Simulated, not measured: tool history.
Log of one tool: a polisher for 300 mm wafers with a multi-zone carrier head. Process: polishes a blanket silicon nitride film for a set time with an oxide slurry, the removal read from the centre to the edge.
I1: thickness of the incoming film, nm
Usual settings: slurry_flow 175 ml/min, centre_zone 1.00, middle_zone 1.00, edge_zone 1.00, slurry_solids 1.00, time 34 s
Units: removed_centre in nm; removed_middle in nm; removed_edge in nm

Run 1, day 0.000: usual settings but edge_zone 0.95; I1 382.4. Result: removed_centre 27.4 nm, removed_middle 28.0 nm, removed_edge 26.5 nm.
Run 2, day 0.433: usual settings but edge_zone 0.95; I1 383.7. Result: removed_centre 27.2 nm, removed_middle 27.6 nm, removed_edge 26.7 nm.
At day 0.925: worn pad replaced by a new one.
Run 3, day 0.946: usual settings but slurry_flow 135 ml/min; I1 379.9. Result: removed_centre 26.1 nm, removed_middle 25.9 nm, removed_edge 27.1 nm.
Run 4, day 1.312: usual settings but slurry_flow 135 ml/min; I1 375.3. Result: removed_centre 25.8 nm, removed_middle 26.9 nm, removed_edge 27.3 nm.
Run 5, day 1.750: usual settings but slurry_flow 135 ml/min; I1 378.9. Result: removed_centre 25.7 nm, removed_middle 26.7 nm, removed_edge 26.8 nm.
Run 6, day 2.262: usual settings but edge_zone 1.05; I1 374.0. Result: removed_centre 27.8 nm, removed_middle 27.3 nm, removed_edge 28.6 nm.
At day 3.171: carrier head's membrane replaced by a new one.
Run 7, day 3.192: usual settings but edge_zone 1.05; I1 375.1. Result: removed_centre 26.9 nm, removed_middle 26.9 nm, removed_edge 27.7 nm.
Run 8, day 3.238: usual settings but edge_zone 1.05; I1 376.3. Result: removed_centre 27.1 nm, removed_middle 26.9 nm, removed_edge 27.8 nm.
At day 4.212: edge zone pressure recalibrated.
At day 4.917: worn pad replaced by a new one.
Run 9, day 5.108: usual settings; I1 378.0. Result: removed_centre 27.5 nm, removed_middle 27.8 nm, removed_edge 28.2 nm.
Run 10, day 5.388: usual settings; I1 384.8. Result: removed_centre 28.1 nm, removed_middle 27.9 nm, removed_edge 28.1 nm.
At day 5.546: slurry nozzle cleaned.
Run 11, day 5.688: usual settings but centre_zone 0.91, middle_zone 0.95, edge_zone 0.91, time 45 s; I1 382.3. Result: removed_centre 34.7 nm, removed_middle 37.0 nm, removed_edge 37.4 nm.
At day 6.262: centre zone pressure recalibrated.
Run 12, day 6.408: usual settings; I1 379.8. Result: removed_centre 28.8 nm, removed_middle 28.8 nm, removed_edge 28.7 nm.
Run 13, day 6.750: usual settings but middle_zone 1.06, slurry_solids 1.15; I1 379.1. Result: removed_centre 30.0 nm, removed_middle 31.2 nm, removed_edge 29.8 nm.
Run 14, day 7.012: usual settings but edge_zone 0.89, time 37 s; I1 381.2. Result: removed_centre 30.3 nm, removed_middle 30.8 nm, removed_edge 29.5 nm.
Run 15, day 7.346: usual settings but middle_zone 0.91, time 42 s; I1 382.3. Result: removed_centre 34.4 nm, removed_middle 32.4 nm, removed_edge 34.9 nm.
Run 16, day 7.842: usual settings but centre_zone 1.05, time 38 s; I1 381.5. Result: removed_centre 32.8 nm, removed_middle 30.7 nm, removed_edge 31.1 nm.
At day 8.662: worn pad replaced by a new one.
Run 17, day 8.683: usual settings; I1 380.3. Result: removed_centre 29.0 nm, removed_middle 28.7 nm, removed_edge 28.7 nm.
Run 18, day 8.917: usual settings but slurry_flow 210 ml/min, centre_zone 0.95; I1 383.3. Result: removed_centre 28.2 nm, removed_middle 29.3 nm, removed_edge 29.3 nm.
Run 19, day 9.521: usual settings but centre_zone 1.08; I1 387.7. Result: removed_centre 30.8 nm, removed_middle 28.3 nm, removed_edge 28.6 nm.
Run 20, day 9.846: usual settings but slurry_flow 145 ml/min; I1 372.8. Result: removed_centre 26.9 nm, removed_middle 27.7 nm, removed_edge 28.1 nm.
Run 21, day 10.358: usual settings but centre_zone 1.05, time 38 s; I1 375.6. Result: removed_centre 32.7 nm, removed_middle 31.0 nm, removed_edge 31.4 nm.

Forecast each of these 5 alternatives for the next run:
Run A, day 10.375: usual settings but slurry_flow 230 ml/min; I1 384.6. Result: removed_centre ?, removed_middle ?, removed_edge ?.
Run B, day 10.375: usual settings but slurry_flow 215 ml/min, centre_zone 1.03, slurry_solids 0.90, time 24 s; I1 384.6. Result: removed_centre ?, removed_middle ?, removed_edge ?.
Run C, day 10.375: usual settings but slurry_flow 120 ml/min, centre_zone 0.88, slurry_solids 0.85, time 43 s; I1 384.6. Result: removed_centre ?, removed_middle ?, removed_edge ?.
Run D, day 10.375: usual settings but edge_zone 0.94, slurry_solids 1.20; I1 384.6. Result: removed_centre ?, removed_middle ?, removed_edge ?.
Run E, day 10.375: usual settings but middle_zone 0.96, slurry_solids 0.90; I1 384.6. Result: removed_centre ?, removed_middle ?, removed_edge ?.

run  removed_centre  removed_middle  removed_edge
  A            29.6            29.4          28.6
  B            20.5            19.8          19.3
  C            26.5            30.4          30.8
  D            29.9            29.8          28.7
  E            27.1            26.2          26.6
Without the tool's hidden state the same runs would have given:
run  removed_centre  removed_middle  removed_edge
  A            30.8            30.5          29.6
  B            21.4            20.5          20.0
  C            28.0            32.0          32.2
  D            31.3            31.1          29.8
  E            28.3            27.3          27.6
